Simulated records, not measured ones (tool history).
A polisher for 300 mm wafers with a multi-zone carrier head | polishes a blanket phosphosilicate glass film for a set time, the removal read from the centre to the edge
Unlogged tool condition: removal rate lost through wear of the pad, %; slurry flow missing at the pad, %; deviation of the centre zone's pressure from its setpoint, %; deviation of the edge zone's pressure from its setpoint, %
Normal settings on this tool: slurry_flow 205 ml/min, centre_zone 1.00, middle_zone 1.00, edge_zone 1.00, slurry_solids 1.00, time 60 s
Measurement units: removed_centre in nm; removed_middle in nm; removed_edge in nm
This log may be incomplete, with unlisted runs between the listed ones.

run   hour  slurry_flow  centre_zone  middle_zone  edge_zone  slurry_solids  time  wafers since the last listed run  wafers polished on this pad  hours since the slurry nozzle was cleaned  hours since the centre zone pressure was calibrated  hours since the edge zone pressure was calibrated  hours since the carrier head's membrane was replaced  incoming thickness of the incoming film, nm  removed_centre  removed_middle  removed_edge
  1    0.0          205         1.00         1.00       1.00           1.00    60                                 0                          641                                      265.2                                               1046.3                                             1465.6                                                1231.2                                       3100.6           643.7           655.7         676.2
  2   12.3          205         1.00         1.00       1.00           1.00    60                                77                          718                                      277.5                                               1058.6                                             1477.9                                                1243.5                                       3140.3           627.0           650.6         664.7
  3   29.3          205         1.00         1.00       1.00           1.00    60                               107                          825                                      294.5                                               1075.6                                             1494.9                                                1260.5                                       3129.8           614.8           648.8         663.5
  4   41.2          205         1.00         1.00       1.00           1.00    60                                75                          901                                      306.4                                               1087.5                                             1506.8                                                1272.4                                       3157.5           622.2           638.1         656.7
      55.9  -- worn pad replaced by a new one
  5   58.5          205         1.00         1.00       1.00           1.00    60                                83                           16                                      323.7                                               1104.8                                             1524.1                                                1289.7                                       3174.6           660.0           681.9         703.3
      65.8  -- centre zone pressure recalibrated
      72.0  -- carrier head's membrane replaced by a new one
  6   73.5          205         1.00         1.00       1.00           1.00    60                                50                           67                                      338.7                                                  7.7                                             1539.1                                                   1.5                                       3162.0           643.9           677.5         686.2
  7   84.8          225         1.00         1.00       1.00           1.00    60                                71                          138                                      350.0                                                 19.0                                             1550.4                                                  12.8                                       3155.7           651.5           686.7         692.9
  8  100.9          225         1.00         1.00       1.00           1.00    60                               101                          239                                      366.1                                                 35.1                                             1566.5                                                  28.9                                       3164.7           657.3           675.4         698.8
  9  118.5          205         1.00         1.00       1.00           1.00    60                               111                          351                                      383.7                                                 52.7                                             1584.1                                                  46.5                                       3164.7           640.5           659.4         658.0
 10  129.8          205         1.00         1.00       1.00           1.00    60                                71                          422                                      395.0                                                 64.0                                             1595.4                                                  57.8                                       3172.9           635.6           652.4         671.1
 11  140.6          205         1.00         1.00       1.00           1.00    78                                68                          490                                      405.8                                                 74.8                                             1606.2                                                  68.6                                       3121.6           813.8           851.4         886.1
     156.1  -- slurry nozzle cleaned
 12  158.3          205         0.89         1.00       0.93           1.00    60                               105                          595                                        2.2                                                 92.5                                             1623.9                                                  86.3                                       3128.3           619.1           711.7         684.8
     171.2  -- edge zone pressure recalibrated
 13  174.0          205         1.00         1.00       1.09           1.00    60                                86                          682                                       17.9                                                108.2                                                2.8                                                 102.0                                       3147.6           682.2           703.2         726.9
 14  187.3          205         1.00         1.00       0.92           1.00    72                                83                          766                                       31.2                                                121.5                                               16.1                                                 115.3                                       3133.4           805.2           849.3         809.5
     191.6  -- worn pad replaced by a new one
 15  193.9          205         1.12         1.00       1.00           1.00    60                                16                           14                                       37.8                                                128.1                                               22.7                                                 121.9                                       3192.4           787.0           740.3         715.6
 16  206.5          205         1.00         1.00       1.00           1.00    65                                79                           93                                       50.4                                                140.7                                               35.3                                                 134.5                                       3146.6           749.3           791.8         772.0
 17  218.8          205         1.00         1.00       0.90           1.00    60                                77                          171                                       62.7                                                153.0                                               47.6                                                 146.8                                       3121.3           696.0           722.7         683.2
 18  229.8          205         1.00         1.00       1.00           1.00    60                                69                          240                                       73.7                                                164.0                                               58.6                                                 157.8                                       3165.7           689.8           699.9         705.6
 19  245.5          205         1.00         1.00       1.00           1.00    60                                99                          339                                       89.4                                                179.7                                               74.3                                                 173.5                                       3179.0           669.9           702.6         698.0
 20  256.4          205         1.00         1.00       1.00           1.00    60                                68                          408                                      100.3                                                190.6                                               85.2                                                 184.4                                       3184.7           676.7           694.0         694.5
 21  267.5          205         1.00         1.00       1.00           1.00    60                                70                          478                                      111.4                                                201.7                                               96.3                                                 195.5                                       3155.3           676.3           697.4         706.8
 22  280.9          240         0.91         1.00       1.00           1.25    54                                84                          563                                      124.8                                                215.1                                              109.7                                                 208.9                                       3160.2           641.8           729.7         732.7

4 options for the next run, each taken on its own from the tool as it stands now. Forecast them:
  A  281.3          205         0.95         1.00       1.00           1.00    60                                 2                          565                                      125.2                                                215.5                                              110.1                                                 209.3                                       3110.3               ?               ?             ?
  B  281.3          205         1.00         1.00       1.00           1.00    79                                 2                          565                                      125.2                                                215.5                                              110.1                                                 209.3                                       3110.3               ?               ?             ?
  C  281.3          205         1.00         1.07       1.00           1.00    60                                 2                          565                                      125.2                                                215.5                                              110.1                                                 209.3                                       3110.3               ?               ?             ?
  D  281.3          260         1.00         1.00       1.00           1.00    50                                 2                          565                                      125.2                                                215.5                                              110.1                                                 209.3                                       3110.3               ?               ?             ?

run  removed_centre  removed_middle  removed_edge
  A           621.3           684.1         684.4
  B           861.5           900.5         901.2
  C           654.6           724.3         683.8
  D           568.4           591.4         586.1
What these runs would have given with no unlogged condition in the tool:
run  removed_centre  removed_middle  removed_edge
  A           680.3           745.1         737.3
  B           943.2           980.9         970.8
  C           716.7           789.0         736.6
  D           616.4           638.9         627.8
